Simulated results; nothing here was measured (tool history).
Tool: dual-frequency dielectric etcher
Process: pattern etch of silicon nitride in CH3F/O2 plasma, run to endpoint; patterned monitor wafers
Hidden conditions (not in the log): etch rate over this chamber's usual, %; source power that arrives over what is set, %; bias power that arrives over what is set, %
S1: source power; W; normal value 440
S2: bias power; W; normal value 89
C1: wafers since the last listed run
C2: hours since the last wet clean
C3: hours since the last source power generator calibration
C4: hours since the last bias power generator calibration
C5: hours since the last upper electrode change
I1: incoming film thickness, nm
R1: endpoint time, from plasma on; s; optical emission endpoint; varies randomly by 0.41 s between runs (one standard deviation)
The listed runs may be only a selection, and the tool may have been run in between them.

| run | day | S1 | S2 | C1 | C2 | C3 | C4 | C5 | I1 | R1 |
|---|---|---|---|---|---|---|---|---|---|---|
| 1 | 0 | 440 | 105 | 0 | 146 | 3731.7 | 2238.8 | 1322.1 | 68.1 | 63.4 |
| 2 | 3.712 | 440 | 105 | 640 | 235.1 | 3820.8 | 2327.9 | 1411.2 | 68.9 | 65 |
| 3 | 11.658 | 440 | 105 | 1370 | 425.8 | 4011.5 | 2518.6 | 1601.9 | 68.1 | 64.5 |
|  | 14.696 | wet clean of the chamber |
| 4 | 15.767 | 440 | 89 | 536 | 25.7 | 4110.1 | 2617.2 | 1700.5 | 68 | 68.6 |
| 5 | 18.042 | 460 | 89 | 392 | 80.3 | 4164.7 | 2671.8 | 1755.1 | 68.4 | 67.5 |
| 6 | 22.008 | 460 | 89 | 684 | 175.5 | 4259.9 | 2767 | 1850.3 | 68.5 | 68.3 |
| 7 | 23.617 | 460 | 89 | 277 | 214.1 | 4298.5 | 2805.6 | 1888.9 | 68.2 | 68 |
| 8 | 27.642 | 360 | 89 | 694 | 310.7 | 4395.1 | 2902.2 | 1985.5 | 68.2 | 72.3 |
| 9 | 29.617 | 380 | 89 | 340 | 358.1 | 4442.5 | 2949.6 | 2032.9 | 68.6 | 72.1 |
| 10 | 31.538 | 440 | 103 | 331 | 404.2 | 4488.6 | 2995.7 | 2079 | 67.9 | 65.3 |
| 11 | 34.75 | 440 | 103 | 554 | 481.3 | 4565.7 | 3072.8 | 2156.1 | 67.9 | 65.6 |
| 12 | 36.479 | 470 | 89 | 298 | 522.8 | 4607.2 | 3114.3 | 2197.6 | 68.2 | 68.8 |
|  | 37.979 | source power generator calibrated |
|  | 38.221 | wet clean of the chamber |
| 13 | 39.279 | 470 | 89 | 412 | 25.4 | 31.2 | 3181.5 | 2264.8 | 68.1 | 66.7 |
| 14 | 41.412 | 470 | 89 | 368 | 76.6 | 82.4 | 3232.7 | 2316 | 68.5 | 67.8 |
| 15 | 45.246 | 440 | 89 | 661 | 168.6 | 174.4 | 3324.7 | 2408 | 68.6 | 68.5 |
| 16 | 47.333 | 440 | 89 | 360 | 218.7 | 224.5 | 3374.8 | 2458.1 | 68.1 | 68.2 |
| 17 | 50.358 | 520 | 74 | 521 | 291.3 | 297.1 | 3447.4 | 2530.7 | 68.7 | 71 |
| 18 | 53.521 | 370 | 89 | 545 | 367.2 | 373 | 3523.3 | 2606.6 | 68.4 | 73.1 |
| 19 | 55.567 | 400 | 111 | 352 | 416.3 | 422.1 | 3572.4 | 2655.7 | 68.7 | 65.6 |
|  | 58.125 | bias power generator calibrated |
| 20 | 58.317 | 440 | 109 | 445 | 482.3 | 488.1 | 4.6 | 2721.7 | 68.1 | 63.3 |
|  | 59.767 | wet clean of the chamber |
| 21 | 61.171 | 440 | 89 | 319 | 33.7 | 556.6 | 73.1 | 2790.2 | 67.9 | 67.8 |
| 22 | 64.95 | 440 | 89 | 651 | 124.4 | 647.3 | 163.8 | 2880.9 | 68.5 | 68.1 |
| 23 | 66.821 | 440 | 89 | 322 | 169.3 | 692.2 | 208.7 | 2925.8 | 68.6 | 68.5 |
| 24 | 70.45 | 520 | 107 | 626 | 256.4 | 779.3 | 295.8 | 3012.9 | 67.7 | 62.1 |
| 25 | 72.5 | 440 | 82 | 353 | 305.6 | 828.5 | 345 | 3062.1 | 68 | 71.5 |
| 26 | 74.721 | 440 | 89 | 383 | 358.9 | 881.8 | 398.3 | 3115.4 | 68.3 | 68.7 |
|  | 78.362 | upper electrode replaced |
| 27 | 78.95 | 530 | 89 | 557 | 460.4 | 983.3 | 499.8 | 14.1 | 68.8 | 66.7 |
|  | 80.317 | wet clean of the chamber |
| 28 | 82.692 | 480 | 89 | 472 | 57 | 1073.1 | 589.6 | 103.9 | 67.7 | 65.9 |
| 29 | 84.508 | 390 | 89 | 313 | 100.6 | 1116.7 | 633.2 | 147.5 | 68 | 70.3 |
| 30 | 87.458 | 440 | 77 | 508 | 171.4 | 1187.5 | 704 | 218.3 | 69.2 | 72.9 |
| 31 | 92.933 | 440 | 89 | 944 | 302.8 | 1318.9 | 835.4 | 349.7 | 68.5 | 69.3 |
|  | 100.954 | wet clean of the chamber |
| 32 | 101.108 | 520 | 79 | 1237 | 3.7 | 1515.1 | 1031.6 | 545.9 | 67.7 | 67.9 |

Consider 5 possible next runs. They are alternatives, not a sequence: every one starts from the tool as it was left by run 32. What does each give?
| A | 101.129 | 440 | 71 | 3 | 4.2 | 1515.6 | 1032.1 | 546.4 | 68.9 | ? |
| B | 101.129 | 480 | 101 | 3 | 4.2 | 1515.6 | 1032.1 | 546.4 | 68.9 | ? |
| C | 101.129 | 510 | 89 | 3 | 4.2 | 1515.6 | 1032.1 | 546.4 | 68.9 | ? |
| D | 101.129 | 370 | 76 | 3 | 4.2 | 1515.6 | 1032.1 | 546.4 | 68.9 | ? |
| E | 101.129 | 470 | 69 | 3 | 4.2 | 1515.6 | 1032.1 | 546.4 | 68.9 | ? |

| run | R1 |
|---|---|
| A | 74.7 |
| B | 64.3 |
| C | 66.4 |
| D | 75.9 |
| E | 74.3 |
Without the tool's hidden state the same runs would have given:
| run | R1 |
|---|---|
| A | 74.6 |
| B | 64.2 |
| C | 66.3 |
| D | 75.8 |
| E | 74.2 |
